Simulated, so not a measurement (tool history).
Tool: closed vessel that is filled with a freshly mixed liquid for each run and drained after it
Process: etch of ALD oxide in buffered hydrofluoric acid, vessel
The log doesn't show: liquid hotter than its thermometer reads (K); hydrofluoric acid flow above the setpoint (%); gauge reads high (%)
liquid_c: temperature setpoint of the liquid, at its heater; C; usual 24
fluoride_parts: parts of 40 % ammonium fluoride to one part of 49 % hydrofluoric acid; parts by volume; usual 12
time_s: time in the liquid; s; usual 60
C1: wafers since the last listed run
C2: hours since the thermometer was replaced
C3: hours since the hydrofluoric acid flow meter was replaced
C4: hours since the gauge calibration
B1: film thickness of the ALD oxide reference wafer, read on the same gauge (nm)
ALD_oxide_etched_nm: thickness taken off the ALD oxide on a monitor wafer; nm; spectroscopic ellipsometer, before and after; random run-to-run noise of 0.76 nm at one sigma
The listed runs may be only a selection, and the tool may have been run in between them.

Run 1, hour 0: usual settings; C1 0; C2 1471.3; C3 376.4; C4 493.6; B1 61.03. Result: ALD_oxide_etched_nm 112.9 nm.
At hour 26.1: gauge calibrated.
Run 2, hour 69.2: usual settings; C1 9222; C2 1540.5; C3 445.6; C4 43.1; B1 60.11. Result: ALD_oxide_etched_nm 110.78 nm.
Run 3, hour 163.8: usual settings; C1 12607; C2 1635.1; C3 540.2; C4 137.7; B1 60.17. Result: ALD_oxide_etched_nm 110.86 nm.
Run 4, hour 216.5: usual settings; C1 7023; C2 1687.8; C3 592.9; C4 190.4; B1 60.23. Result: ALD_oxide_etched_nm 109.26 nm.
Run 5, hour 293.4: usual settings; C1 10248; C2 1764.7; C3 669.8; C4 267.3; B1 60.4. Result: ALD_oxide_etched_nm 111.86 nm.
Run 6, hour 390.9: usual settings; C1 12993; C2 1862.2; C3 767.3; C4 364.8; B1 60.64. Result: ALD_oxide_etched_nm 112.11 nm.
Run 7, hour 484: usual settings; C1 12407; C2 1955.3; C3 860.4; C4 457.9; B1 60.93. Result: ALD_oxide_etched_nm 111.25 nm.
At hour 500.9: hydrofluoric acid flow meter replaced.
Run 8, hour 529.2: usual settings; C1 5890; C2 2000.5; C3 28.3; C4 503.1; B1 61.13. Result: ALD_oxide_etched_nm 112.31 nm.
At hour 542.3: thermometer replaced.
Run 9, hour 568.1: usual settings; C1 5050; C2 25.8; C3 67.2; C4 542; B1 61.24. Result: ALD_oxide_etched_nm 111.85 nm.
Run 10, hour 619.5: usual settings but fluoride_parts 15.5 parts by volume, time_s 45 s; C1 6850; C2 77.2; C3 118.6; C4 593.4; B1 61.51. Result: ALD_oxide_etched_nm 65.77 nm.
At hour 636.5: gauge calibrated.
Run 11, hour 667.2: usual settings but liquid_c 25.5 C, time_s 70 s; C1 6357; C2 124.9; C3 166.3; C4 30.7; B1 60.03. Result: ALD_oxide_etched_nm 138.03 nm.
Run 12, hour 750.2: usual settings; C1 11061; C2 207.9; C3 249.3; C4 113.7; B1 60.08. Result: ALD_oxide_etched_nm 112 nm.
Run 13, hour 850.5: usual settings; C1 13367; C2 308.2; C3 349.6; C4 214; B1 60.21. Result: ALD_oxide_etched_nm 111.22 nm.
Run 14, hour 927.7: usual settings but liquid_c 22.5 C, fluoride_parts 9 parts by volume, time_s 80 s; C1 10288; C2 385.4; C3 426.8; C4 291.2; B1 60.35. Result: ALD_oxide_etched_nm 175.93 nm.
Run 15, hour 1033.9: usual settings but time_s 35 s; C1 14153; C2 491.6; C3 533; C4 397.4; B1 60.67. Result: ALD_oxide_etched_nm 65.91 nm.
Run 16, hour 1081.3: usual settings but liquid_c 21.5 C, fluoride_parts 17 parts by volume; C1 6317; C2 539; C3 580.4; C4 444.8; B1 60.83. Result: ALD_oxide_etched_nm 68.82 nm.

Predict each of these 5 candidate next runs independently; none follows another, all start after run 16:
Run A, hour 1082: usual settings; C1 93; C2 539.7; C3 581.1; C4 445.5; B1 ?. Result: ALD_oxide_etched_nm ?.
Run B, hour 1082: usual settings but liquid_c 28.5 C; C1 93; C2 539.7; C3 581.1; C4 445.5; B1 ?. Result: ALD_oxide_etched_nm ?.
Run C, hour 1082: usual settings but liquid_c 28.5 C, time_s 40 s; C1 93; C2 539.7; C3 581.1; C4 445.5; B1 ?. Result: ALD_oxide_etched_nm ?.
Run D, hour 1082: usual settings but fluoride_parts 16.5 parts by volume; C1 93; C2 539.7; C3 581.1; C4 445.5; B1 ?. Result: ALD_oxide_etched_nm ?.
Run E, hour 1082: usual settings but liquid_c 22 C; C1 93; C2 539.7; C3 581.1; C4 445.5; B1 ?. Result: ALD_oxide_etched_nm ?.

run     B1  ALD_oxide_etched_nm
  A  60.83               111.53
  B  60.83               142.07
  C  60.83                94.71
  D  60.83                81.61
  E  60.83                99.93
The same runs, with their run-to-run variation unchanged, on a tool lacking any hidden condition would have given:
run  ALD_oxide_etched_nm
  A               110.02
  B               140.14
  C                93.43
  D                 80.5
  E                98.57

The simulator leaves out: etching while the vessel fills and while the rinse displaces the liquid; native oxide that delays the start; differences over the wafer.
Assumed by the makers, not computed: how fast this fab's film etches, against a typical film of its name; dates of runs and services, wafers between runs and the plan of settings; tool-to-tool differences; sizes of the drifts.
